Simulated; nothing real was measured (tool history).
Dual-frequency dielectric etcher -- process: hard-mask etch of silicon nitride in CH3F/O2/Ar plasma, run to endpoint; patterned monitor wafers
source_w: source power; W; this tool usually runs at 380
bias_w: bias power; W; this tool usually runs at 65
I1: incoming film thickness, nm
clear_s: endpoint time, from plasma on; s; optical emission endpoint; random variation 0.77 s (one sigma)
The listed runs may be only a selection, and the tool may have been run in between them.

Run 1, hour 0.0: usual settings but bias_w 56 W; I1 54.4. Result: clear_s 94.3 s.
Run 2, hour 29.0: usual settings but bias_w 56 W; I1 54.1. Result: clear_s 93.4 s.
At hour 62.0: wet clean of the chamber.
Run 3, hour 95.9: usual settings but bias_w 75 W; I1 54.2. Result: clear_s 79.1 s.
Run 4, hour 164.9: usual settings but bias_w 75 W; I1 53.7. Result: clear_s 77.3 s.
Run 5, hour 202.8: usual settings but bias_w 75 W; I1 54.0. Result: clear_s 81.0 s.
Run 6, hour 370.3: usual settings; I1 54.0. Result: clear_s 85.8 s.
Run 7, hour 423.1: usual settings; I1 53.7. Result: clear_s 85.3 s.
Run 8, hour 475.6: usual settings but bias_w 60 W; I1 54.1. Result: clear_s 89.3 s.
Run 9, hour 516.1: usual settings but bias_w 60 W; I1 53.7. Result: clear_s 87.9 s.
At hour 525.8: bias power generator calibrated.
At hour 566.0: source power generator calibrated.
Run 10, hour 576.9: usual settings but bias_w 69 W; I1 54.0. Result: clear_s 82.4 s.
Run 11, hour 640.6: usual settings but bias_w 69 W; I1 54.0. Result: clear_s 81.7 s.
Run 12, hour 694.4: usual settings but source_w 400 W; I1 54.1. Result: clear_s 84.5 s.
At hour 732.5: wet clean of the chamber.
Run 13, hour 761.8: usual settings but source_w 450 W, bias_w 80 W; I1 54.2. Result: clear_s 72.7 s.
At hour 828.8: upper electrode replaced.
Run 14, hour 831.9: usual settings; I1 53.9. Result: clear_s 84.6 s.
Run 15, hour 885.6: usual settings; I1 54.6. Result: clear_s 88.3 s.
Run 16, hour 951.5: usual settings but source_w 420 W, bias_w 77 W; I1 54.7. Result: clear_s 76.1 s.
Run 17, hour 992.3: usual settings but source_w 340 W, bias_w 60 W; I1 54.1. Result: clear_s 92.6 s.
Run 18, hour 1059.2: usual settings but source_w 320 W, bias_w 75 W; I1 54.6. Result: clear_s 85.3 s.
Run 19, hour 1091.9: usual settings but source_w 450 W; I1 54.2. Result: clear_s 81.1 s.
Run 20, hour 1133.6: usual settings but source_w 410 W; I1 54.4. Result: clear_s 84.6 s.
Run 21, hour 1166.2: usual settings but source_w 450 W, bias_w 77 W; I1 53.9. Result: clear_s 74.4 s.
Run 22, hour 1206.4: usual settings but bias_w 74 W; I1 53.9. Result: clear_s 80.0 s.
Run 23, hour 1239.9: usual settings but source_w 320 W, bias_w 52 W; I1 53.9. Result: clear_s 101.4 s.
Run 24, hour 1307.4: usual settings; I1 54.5. Result: clear_s 86.2 s.

3 options for the next run, each taken on its own from the tool as it stands now. Forecast them:
Run A, hour 1307.8: usual settings but source_w 290 W; I1 54.2. Result: clear_s ?.
Run B, hour 1307.8: usual settings but source_w 340 W, bias_w 51 W; I1 54.2. Result: clear_s ?.
Run C, hour 1307.8: usual settings but source_w 430 W, bias_w 53 W; I1 54.2. Result: clear_s ?.

run  clear_s
  A     93.4
  B    101.8
  C     92.1
Had the tool no hidden state, the same runs would have come out as:
run  clear_s
  A     93.4
  B    101.8
  C     92.1

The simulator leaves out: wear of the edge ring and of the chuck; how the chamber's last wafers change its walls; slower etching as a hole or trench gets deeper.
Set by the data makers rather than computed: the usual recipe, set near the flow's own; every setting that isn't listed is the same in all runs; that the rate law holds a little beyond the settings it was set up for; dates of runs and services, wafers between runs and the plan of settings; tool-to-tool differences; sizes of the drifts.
